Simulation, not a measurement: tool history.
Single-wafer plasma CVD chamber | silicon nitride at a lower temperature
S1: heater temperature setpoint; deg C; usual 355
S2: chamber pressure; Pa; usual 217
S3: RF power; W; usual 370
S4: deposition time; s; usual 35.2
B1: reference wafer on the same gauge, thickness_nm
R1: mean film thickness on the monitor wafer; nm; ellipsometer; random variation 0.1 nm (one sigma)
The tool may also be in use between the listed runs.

{"run": 1, "hour": 0.0, "S1": 344, "S2": 217, "S3": 370, "S4": 30.8, "B1": 43.094, "R1": 42.784}
{"run": 2, "hour": 88.9, "S1": 344, "S2": 217, "S3": 370, "S4": 30.8, "B1": 43.111, "R1": 42.704}
{"run": 3, "hour": 185.6, "S1": 344, "S2": 217, "S3": 370, "S4": 30.8, "B1": 43.093, "R1": 42.624}
{"run": 4, "hour": 234.9, "S1": 355, "S2": 217, "S3": 370, "S4": 35.2, "B1": 43.107, "R1": 48.61}
{"run": 5, "hour": 303.7, "S1": 355, "S2": 217, "S3": 370, "S4": 35.2, "B1": 43.109, "R1": 48.489}
{"run": 6, "hour": 351.7, "S1": 355, "S2": 217, "S3": 370, "S4": 35.2, "B1": 43.094, "R1": 48.503}
{"run": 7, "hour": 444.4, "S1": 355, "S2": 217, "S3": 370, "S4": 35.2, "B1": 43.083, "R1": 48.407}
{"run": 8, "hour": 494.6, "S1": 355, "S2": 217, "S3": 370, "S4": 35.2, "B1": 43.085, "R1": 48.452}
{"run": 9, "hour": 601.1, "S1": 355, "S2": 217, "S3": 370, "S4": 35.2, "B1": 43.109, "R1": 48.402}
{"run": 10, "hour": 642.0, "S1": 366, "S2": 217, "S3": 420, "S4": 35.2, "B1": 43.084, "R1": 51.582}
{"hour": 705.3, "done": "capacitance manometer re-zeroed and calibrated"}
{"run": 11, "hour": 705.8, "S1": 366, "S2": 217, "S3": 420, "S4": 35.2, "B1": 43.096, "R1": 51.084}
{"run": 12, "hour": 769.2, "S1": 355, "S2": 217, "S3": 370, "S4": 35.2, "B1": 43.084, "R1": 48.066}
{"hour": 794.2, "done": "showerhead replaced"}
{"run": 13, "hour": 839.7, "S1": 355, "S2": 217, "S3": 370, "S4": 35.2, "B1": 43.108, "R1": 47.98}
{"run": 14, "hour": 889.4, "S1": 365, "S2": 217, "S3": 300, "S4": 38, "B1": 43.117, "R1": 46.312}
{"run": 15, "hour": 969.7, "S1": 347, "S2": 181, "S3": 435, "S4": 35.2, "B1": 43.109, "R1": 50.686}
{"run": 16, "hour": 1009.6, "S1": 355, "S2": 217, "S3": 370, "S4": 35.2, "B1": 43.124, "R1": 48.084}
{"hour": 1042.3, "done": "gauge calibrated"}
{"run": 17, "hour": 1098.3, "S1": 355, "S2": 244, "S3": 335, "S4": 39.6, "B1": 43.1, "R1": 52.168}
{"run": 18, "hour": 1140.0, "S1": 348, "S2": 217, "S3": 370, "S4": 41.4, "B1": 43.102, "R1": 56.313}
{"run": 19, "hour": 1260.8, "S1": 355, "S2": 217, "S3": 370, "S4": 35.2, "B1": 43.092, "R1": 47.921}
{"hour": 1273.0, "done": "RF generator calibrated"}
{"run": 20, "hour": 1365.3, "S1": 344, "S2": 217, "S3": 370, "S4": 29.9, "B1": 43.08, "R1": 41.408}
{"run": 21, "hour": 1458.8, "S1": 344, "S2": 217, "S3": 395, "S4": 35.2, "B1": 43.097, "R1": 50.307}
{"hour": 1558.0, "done": "thermocouple changed; heater temperature recalibrated"}
{"run": 22, "hour": 1780.2, "S1": 355, "S2": 217, "S3": 370, "S4": 38.7, "B1": 43.106, "R1": 52.915}
{"run": 23, "hour": 2037.9, "S1": 360, "S2": 236, "S3": 350, "S4": 40.8, "B1": 43.121, "R1": 54.597}
{"run": 24, "hour": 2076.3, "S1": 355, "S2": 217, "S3": 370, "S4": 35.2, "B1": 43.111, "R1": 48.025}
{"run": 25, "hour": 2114.9, "S1": 355, "S2": 217, "S3": 370, "S4": 35.2, "B1": 43.102, "R1": 48.185}
{"run": 26, "hour": 2350.7, "S1": 355, "S2": 191, "S3": 300, "S4": 35.2, "B1": 43.087, "R1": 42.156}

Forecast each of these 4 alternatives for the next run:
{"run": "A", "hour": 2351.1, "S1": 355, "S2": 240, "S3": 370, "S4": 35.2, "B1": "?", "R1": "?"}
{"run": "B", "hour": 2351.1, "S1": 350, "S2": 236, "S3": 370, "S4": 35.2, "B1": "?", "R1": "?"}
{"run": "C", "hour": 2351.1, "S1": 355, "S2": 217, "S3": 430, "S4": 39.9, "B1": "?", "R1": "?"}
{"run": "D", "hour": 2351.1, "S1": 341, "S2": 268, "S3": 370, "S4": 35.2, "B1": "?", "R1": "?"}

run=A B1=43.105 R1=48.847
run=B B1=43.105 R1=48.795
run=C B1=43.105 R1=58.956
run=D B1=43.105 R1=49.998
Without the tool's hidden state the same runs would have given:
run=A R1=49.36
run=B R1=49.307
run=C R1=59.51
run=D R1=50.522
